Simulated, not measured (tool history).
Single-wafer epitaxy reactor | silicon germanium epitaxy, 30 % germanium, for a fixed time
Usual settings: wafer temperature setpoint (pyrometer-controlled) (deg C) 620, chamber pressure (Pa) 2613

run     day  wafer temperature setpoint (pyrometer-controlled) (deg C)  chamber pressure (Pa)  wafers since the last listed run  hours since the last pyrometer calibration  hours since the last manometer calibration  hours since the showerhead was replaced  hours since the gauge calibration  read-back reference wafer on the same gauge, thickness_nm  mean film thickness on the monitor wafer (Å)
  1   0.000                                                        625                   2613                                 0                                       875.6                                      1425.1                                   1572.6                              411.5                                                     65.078                                        854.52
  2   2.475                                                        625                   2613                               650                                       935.0                                      1484.5                                   1632.0                              470.9                                                     65.072                                        859.65
  3   4.721                                                        620                   2613                               590                                       988.9                                      1538.4                                   1685.9                              524.8                                                     64.995                                        779.14
  4   5.721                                                        620                   2613                               262                                      1012.9                                      1562.4                                   1709.9                              548.8                                                     65.093                                        776.87
  5   7.700                                                        620                   2613                               520                                      1060.4                                      1609.9                                   1757.4                              596.3                                                     65.000                                        779.97
  6   8.867                                                        620                   2613                               306                                      1088.4                                      1637.9                                   1785.4                              624.3                                                     65.148                                        777.27
  7  10.421                                                        620                   2613                               408                                      1125.7                                      1675.2                                   1822.7                              661.6                                                     65.082                                        775.40
  8  12.021                                                        613                   2893                               420                                      1164.1                                      1713.6                                   1861.1                              700.0                                                     65.038                                        700.57
  9  14.404                                                        613                   2893                               626                                      1221.3                                      1770.8                                   1918.3                              757.2                                                     65.160                                        704.81
 10  15.442                                                        620                   2613                               272                                      1246.2                                      1795.7                                   1943.2                              782.1                                                     65.079                                        770.74
 11  16.692                                                        620                   2613                               328                                      1276.2                                      1825.7                                   1973.2                              812.1                                                     65.048                                        775.89
 12  18.483                                                        620                   2613                               470                                      1319.2                                      1868.7                                   2016.2                              855.1                                                     65.088                                        775.75
 13  20.504                                                        620                   2613                               531                                      1367.7                                      1917.2                                   2064.7                              903.6                                                     65.097                                        774.36
 14  23.338                                                        632                   2613                               744                                      1435.7                                      1985.2                                   2132.7                              971.6                                                     65.084                                        977.97
 15  24.958                                                        633                   2186                               426                                      1474.6                                      2024.1                                   2171.6                             1010.5                                                     65.130                                        928.40
 16  26.000                                                        620                   2613                               273                                      1499.6                                      2049.1                                   2196.6                             1035.5                                                     65.092                                        776.95
 17  28.475                                                        634                   2320                               650                                      1559.0                                      2108.5                                   2256.0                             1094.9                                                     65.147                                        972.51
 18  31.112                                                        613                   2093                               693                                      1622.3                                      2171.8                                   2319.3                             1158.2                                                     65.142                                        616.64
     31.808  -- showerhead replaced, of another model than before
 19  33.067                                                        620                   2613                               426                                      1669.2                                      2218.7                                     30.2                             1205.1                                                     65.054                                        772.07
     40.567  -- capacitance manometer re-zeroed and calibrated
 20  40.833                                                        629                   2973                              1953                                      1855.6                                         6.4                                    216.6                             1391.5                                                     65.081                                        944.33
 21  43.233                                                        631                   2853                               630                                      1913.2                                        64.0                                    274.2                             1449.1                                                     65.094                                        976.60
 22  44.892                                                        620                   2613                               435                                      1953.0                                       103.8                                    314.0                             1488.9                                                     65.011                                        767.44
 23  46.558                                                        608                   2986                               438                                      1993.0                                       143.8                                    354.0                             1528.9                                                     65.184                                        622.65
     48.025  -- pyrometer calibrated
 24  48.046                                                        612                   2933                               303                                         0.5                                       179.5                                    389.7                             1564.6                                                     65.091                                        701.41
     48.858  -- gauge calibrated
 25  49.438                                                        608                   2306                               365                                        33.9                                       212.9                                    423.1                               13.9                                                     65.043                                        608.63
 26  50.988                                                        620                   2613                               407                                        71.1                                       250.1                                    460.3                               51.1                                                     65.144                                        802.24
 27  52.862                                                        620                   2613                               492                                       116.1                                       295.1                                    505.3                               96.1                                                     65.127                                        794.60
 28  54.375                                                        620                   2266                               397                                       152.4                                       331.4                                    541.6                              132.4                                                     65.155                                        771.59
 29  61.504                                                        615                   3146                              1873                                       323.5                                       502.5                                    712.7                              303.5                                                     65.062                                        746.12

Forecast each of these 4 alternatives for the next run:
  A  61.521                                                        620                   2613                                 4                                       323.9                                       502.9                                    713.1                              303.9                                                          ?                                             ?
  B  61.521                                                        605                   2320                                 4                                       323.9                                       502.9                                    713.1                              303.9                                                          ?                                             ?
  C  61.521                                                        620                   2000                                 4                                       323.9                                       502.9                                    713.1                              303.9                                                          ?                                             ?
  D  61.521                                                        607                   2360                                 4                                       323.9                                       502.9                                    713.1                              303.9                                                          ?                                             ?

run  read-back reference wafer on the same gauge, thickness_nm  mean film thickness on the monitor wafer (Å)
  A                                                     65.047                                        788.69
  B                                                     65.047                                        566.75
  C                                                     65.047                                        746.48
  D                                                     65.047                                        592.79
Without the tool's hidden state the same runs would have given:
run  mean film thickness on the monitor wafer (Å)
  A                                        803.62
  B                                        577.91
  C                                        760.61
  D                                        604.40
